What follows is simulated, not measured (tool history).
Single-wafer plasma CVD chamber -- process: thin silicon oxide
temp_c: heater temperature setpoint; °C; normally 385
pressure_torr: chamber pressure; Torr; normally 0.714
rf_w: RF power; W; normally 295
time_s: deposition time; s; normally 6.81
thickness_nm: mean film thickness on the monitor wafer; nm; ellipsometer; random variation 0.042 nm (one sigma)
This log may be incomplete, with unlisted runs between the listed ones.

run	day	temp_c	pressure_torr	rf_w	time_s	wafers since the last listed run	hours since the last thermocouple change	hours since the last RF generator calibration	hours since the last manometer calibration	hours since the showerhead was replaced	hours since the gauge calibration	read-back reference wafer on the same gauge, thickness_nm	thickness_nm
1	0.000	385	0.714	295	6.81	0	1243.3	730.7	1427.0	7028.1	366.6	11.800	9.788
2	0.771	385	0.714	295	6.81	539	1261.8	749.2	1445.5	7046.6	385.1	11.794	9.814
3	2.188	385	0.714	295	7.26	991	1295.8	783.2	1479.5	7080.6	419.1	11.799	10.391
4	2.821	385	0.714	295	7.26	443	1311.0	798.4	1494.7	7095.8	434.3	11.796	10.363
5	3.746	385	0.714	295	7.57	647	1333.2	820.6	1516.9	7118.0	456.5	11.798	10.787
6	4.283	385	0.802	295	6.81	376	1346.1	833.5	1529.8	7130.9	469.4	11.812	10.644
7	4.833	385	0.802	295	6.81	384	1359.3	846.7	1543.0	7144.1	482.6	11.799	10.563
8	5.542	385	0.802	295	6.81	495	1376.3	863.7	1560.0	7161.1	499.6	11.790	10.553
9	6.092	385	0.821	295	6.81	384	1389.5	876.9	1573.2	7174.3	512.8	11.800	10.802
# day 6.692: gauge calibrated
10	6.954	385	0.714	310	6.45	603	1410.2	897.6	1593.9	7195.0	6.3	11.812	9.369
11	7.904	391	0.714	295	7.37	664	1433.0	920.4	1616.7	7217.8	29.1	11.810	10.291
12	8.625	372	0.714	295	6.81	504	1450.3	937.7	1634.0	7235.1	46.4	11.791	9.608
# day 10.433: capacitance manometer re-zeroed and calibrated
13	11.083	376	0.771	345	6.42	1486	1509.3	996.7	15.6	7294.1	105.4	11.806	11.448
14	11.962	385	0.714	325	7.75	615	1530.4	1017.8	36.7	7315.2	126.5	11.800	12.396
# day 13.296: RF generator calibrated
15	13.317	377	0.567	295	6.81	714	1562.9	0.5	69.2	7347.7	159.0	11.790	9.049
16	13.812	385	0.714	295	6.81	346	1574.8	12.4	81.1	7359.6	170.9	11.802	10.833
17	14.796	385	0.714	295	6.81	688	1598.4	36.0	104.7	7383.2	194.5	11.819	10.846
# day 15.904: thermocouple changed; heater temperature recalibrated
# day 16.125: showerhead replaced
18	16.175	385	0.714	295	7.26	577	6.5	69.1	137.8	1.2	227.6	11.798	11.500
19	16.988	385	0.786	240	6.81	568	26.0	88.6	157.3	20.7	247.1	11.789	9.754

For run 20, what comes out?
20	17.867	385	0.808	295	6.81	615	47.1	109.7	178.4	41.8	268.2	?	?

Run 20 gave read-back reference wafer on the same gauge, thickness_nm 11.797, thickness_nm 11.835 nm.
On a tool with no hidden condition, and with the same random variation, this run would have come out at thickness_nm 11.939 nm.
